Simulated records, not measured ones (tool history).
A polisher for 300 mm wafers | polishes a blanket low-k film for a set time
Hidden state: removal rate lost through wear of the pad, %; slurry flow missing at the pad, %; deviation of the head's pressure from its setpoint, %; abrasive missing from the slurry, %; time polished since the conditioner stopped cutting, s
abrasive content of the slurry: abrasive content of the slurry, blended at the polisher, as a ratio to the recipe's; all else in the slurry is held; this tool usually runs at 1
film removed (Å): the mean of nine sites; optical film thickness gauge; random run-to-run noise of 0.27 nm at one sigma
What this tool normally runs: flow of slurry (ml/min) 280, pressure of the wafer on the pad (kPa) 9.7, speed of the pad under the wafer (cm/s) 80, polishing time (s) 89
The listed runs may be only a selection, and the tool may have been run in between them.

run	hour	flow of slurry (ml/min)	pressure of the wafer on the pad (kPa)	speed of the pad under the wafer (cm/s)	abrasive content of the slurry	polishing time (s)	wafers since the last listed run	wafers polished on this pad	hours since the slurry nozzle was cleaned	hours since the head pressure was calibrated	hours since the slurry blender was calibrated	hours since the conditioning disc was replaced	incoming thickness of the incoming film, nm	film removed (Å)
1	0	280	9.7	80	1.1	89	0	2212	250	503	107.3	165.2	314.7	197
2	35.8	280	9.7	80	1.1	89	341	2554	285.8	538.8	143.1	201	318.1	210
# hour 41.8: worn pad replaced by a new one
# hour 59: slurry nozzle cleaned
3	79.4	280	9.7	80	1.1	89	368	349	20.4	582.4	186.7	244.6	321.5	210
4	143	280	11	80	1	105	607	956	84	646	250.3	308.2	322.7	269
# hour 167.6: conditioning disc replaced and pad reconditioned
# hour 178.4: slurry blender recalibrated
# hour 223.6: head pressure recalibrated
5	298.4	280	11.7	80	1	89	1425	2382	239.4	74.8	120	130.8	313	264
6	331.9	280	11.7	80	1	89	319	2702	272.9	108.3	153.5	164.3	327.2	272
# hour 337.6: worn pad replaced by a new one
7	381.6	280	9.7	80	1	112	436	420	322.6	158	203.2	214	314.9	276
# hour 391.7: slurry nozzle cleaned
8	442	280	9.7	80	1	112	566	987	50.3	218.4	263.6	274.4	321.8	273
# hour 500.8: head pressure recalibrated, repeated, since the last time left the tool worse
# hour 507.7: conditioning disc replaced and pad reconditioned
# hour 508: slurry blender recalibrated
9	508.5	280	9.7	80	1	112	593	1580	116.8	7.7	0.5	0.8	318.3	248
10	562	280	9.7	80	1	89	510	2091	170.3	61.2	54	54.3	315	197
11	603	280	9.7	108	1	89	391	2482	211.3	102.2	95	95.3	322.8	249
# hour 647.4: worn pad replaced by a new one
12	659.3	280	9.7	56	1	89	499	113	267.6	158.5	151.3	151.6	319.1	150
13	706.3	280	9	80	1	89	448	561	314.6	205.5	198.3	198.6	318.1	183
# hour 718.4: slurry nozzle cleaned
14	738.5	280	11	80	1	89	297	859	20.1	237.7	230.5	230.8	323.9	224
15	785.9	210	9.7	80	0.8	89	452	1311	67.5	285.1	277.9	278.2	316.5	184
# hour 814.4: slurry blender recalibrated
16	854.9	280	9	96	1.15	116	639	1951	136.5	354.1	40.5	347.2	317.7	289
# hour 881.1: conditioning disc replaced and pad reconditioned
17	914.8	280	9.7	80	1	89	552	2504	196.4	414	100.4	33.7	318.1	203
# hour 949.9: worn pad replaced by a new one
18	967.1	280	6.9	80	1	89	461	163	248.7	466.3	152.7	86	316.4	147
19	1007.2	280	12.4	54	1	89	382	546	288.8	506.4	192.8	126.1	322.6	197
# hour 1031.2: slurry nozzle cleaned
20	1040.9	280	9.7	96	1	89	312	858	9.7	540.1	226.5	159.8	315.9	235
21	1079.8	320	11	66	1	89	371	1229	48.6	579	265.4	198.7	316.1	204
# hour 1103.7: head pressure recalibrated
# hour 1138.2: slurry blender recalibrated
22	1138.7	280	9.7	72	1	89	524	1753	107.5	35	0.5	257.6	320.2	179
23	1192.7	345	9.7	80	1.15	89	515	2269	161.5	89	54.5	311.6	322.8	211
# hour 1197.2: conditioning disc replaced and pad reconditioned
24	1240.1	280	9.7	54	1	110	433	2702	208.9	136.4	101.9	42.9	317	175

What was the tool's hidden state at every run in the log?
removal rate lost through wear of the pad, %: 0 in every run
slurry flow missing at the pad, %: 0 in every run
abrasive missing from the slurry, %: 0 in every run
time polished since the conditioner stopped cutting, s: 0 in every run
H1: deviation of the head's pressure from its setpoint, %
run	H1
1	3.51
2	4.14
3	4.98
4	6.32
5	14.5
6	14.6
7	14.8
8	15.2
9	1.62
10	1.68
11	1.8
12	2.05
13	2.34
14	2.59
15	3.01
16	3.77
17	4.56
18	5.35
19	6.01
20	6.62
21	7.37
22	2.08
23	2.19
24	2.38
